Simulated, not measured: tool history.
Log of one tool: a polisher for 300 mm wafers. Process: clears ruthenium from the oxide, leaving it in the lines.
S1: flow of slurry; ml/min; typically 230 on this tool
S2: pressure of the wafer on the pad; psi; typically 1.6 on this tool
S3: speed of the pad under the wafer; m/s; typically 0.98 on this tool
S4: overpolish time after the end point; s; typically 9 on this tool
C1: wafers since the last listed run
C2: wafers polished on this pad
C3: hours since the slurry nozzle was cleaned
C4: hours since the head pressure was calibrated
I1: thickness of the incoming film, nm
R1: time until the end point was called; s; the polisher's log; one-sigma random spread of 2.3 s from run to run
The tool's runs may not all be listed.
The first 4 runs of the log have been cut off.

run	hour	S1	S2	S3	S4	C1	C2	C3	C4	I1	R1
# hour 52.5: slurry nozzle cleaned
5	56.8	230	1.6	0.98	9	116	863	4.3	106	106	141.5
6	73.1	280	1.6	0.98	9	120	984	20.6	122.3	103.9	136.1
7	82.3	280	1.6	0.98	9	68	1052	29.8	131.5	105.9	141
8	89.2	230	2	0.98	9	51	1103	36.7	138.4	106	113.2
9	102	230	2	0.98	9	94	1198	49.5	151.2	106.1	115.7
10	117.4	230	1.6	0.98	9	114	1312	64.9	166.6	103.4	146.8
11	134	230	1.6	0.98	9	122	1435	81.5	183.2	104.5	153.3
12	143.2	230	1.6	0.74	9	68	1503	90.7	192.4	104.1	190
# hour 153.3: worn pad replaced by a new one
13	159	230	1.6	0.74	9	87	41	106.5	208.2	105.2	171
14	172.6	230	1.6	0.74	9	100	142	120.1	221.8	104.6	165.6
15	190.3	210	1.6	0.98	9	131	273	137.8	239.5	105.5	134.4
16	205.2	230	1.6	0.98	9	110	383	152.7	254.4	105	135.7
17	216.5	230	1.6	0.98	9	83	467	164	265.7	104.7	135
18	229.2	295	1.2	0.98	9	94	561	176.7	278.4	104.1	166.8
19	237.4	230	1.6	0.98	9	60	622	184.9	286.6	105	133.8
20	251.9	230	1.6	0.86	12	107	729	199.4	301.1	105.3	157.3
21	267.3	230	1.6	0.98	14	114	843	214.8	316.5	104.5	136.9
22	296.4	230	1.6	0.98	5	215	1059	243.9	345.6	106.4	145.1
23	307	280	1.6	1.1	7	78	1137	254.5	356.2	105.1	127.2
# hour 309.6: head pressure recalibrated
24	314.7	230	1.6	0.98	9	42	1179	262.2	5.1	104.4	145.3
25	332.7	230	1.6	0.98	9	133	1313	280.2	23.1	104.7	147
# hour 345.3: slurry nozzle cleaned
26	345.8	230	1.6	0.74	9	89	1402	0.5	36.2	103.2	187.4
# hour 355.4: worn pad replaced by a new one
27	355.9	230	1.6	0.98	9	45	3	10.6	46.3	107.3	133.6
28	371.1	230	2.2	0.98	9	112	116	25.8	61.5	105.6	93.1

Predict the results of run 29:
29	379	185	1.6	0.98	9	58	174	33.7	69.4	104	?

Run 29 gave R1 133.1 s.
Take away the tool's hidden state, keep the run-to-run variation as it was, and the same run would have given R1 132.7 s.
